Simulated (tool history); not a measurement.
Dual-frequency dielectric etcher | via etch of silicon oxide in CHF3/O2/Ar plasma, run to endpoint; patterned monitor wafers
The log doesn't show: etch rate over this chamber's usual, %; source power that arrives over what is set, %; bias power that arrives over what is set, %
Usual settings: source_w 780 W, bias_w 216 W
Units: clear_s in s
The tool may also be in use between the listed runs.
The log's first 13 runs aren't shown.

run,day,source_w,bias_w,wafers since the last listed run,hours since the last wet clean,hours since the last source power generator calibration,hours since the last bias power generator calibration,hours since the last upper electrode change,"incoming incoming film thickness, nm",clear_s
14,30.958,780,216,140,235.9,3229.2,2238.3,4643.7,662.7,297.2
15,33.921,860,179,370,307,3300.3,2309.4,4714.8,657.3,304.1
16,34.929,640,193,126,331.2,3324.5,2333.6,4739,651.7,327.1
# day 35.342: bias power generator calibrated
17,36.238,830,257,142,362.6,3355.9,21.5,4770.4,661.2,279.3
18,38.25,780,216,251,410.9,3404.2,69.8,4818.7,654.4,301.3
# day 42.833: wet clean of the chamber
19,44.538,880,181,660,40.9,3555.1,220.7,4969.6,652.9,289.8
20,46.467,610,173,241,87.2,3601.4,267,5015.9,654,326.9
# day 49.912: upper electrode replaced
21,49.933,870,239,308,170.4,3684.6,350.2,0.5,659.5,271.3
22,51.162,780,216,153,199.9,3714.1,379.7,30,660.8,289.3
23,52.912,960,189,218,241.9,3756.1,421.7,72,656.9,283.2
# day 54.238: source power generator calibrated
24,54.483,590,216,175,279.6,5.9,459.4,109.7,660.3,315
25,55.583,960,164,137,306,32.3,485.8,136.1,653,295.6
26,58.146,780,216,320,367.5,93.8,547.3,197.6,660.3,298
27,59.421,830,194,159,398.1,124.4,577.9,228.2,655.8,300.1
# day 61.762: wet clean of the chamber
28,61.783,960,190,170,0.5,181.1,634.6,284.9,654.2,279.6
29,62.142,780,167,44,9.1,189.7,643.2,293.5,654.7,311.4
30,65.158,930,185,377,81.5,262.1,715.6,365.9,662.5,289

The next listed run, before its measurement:
31,66.575,780,216,177,115.5,296.1,749.6,399.9,657.5,?

clear_s: 293.2 s
Without the tool's hidden state the same run would have given clear_s 287.1 s.
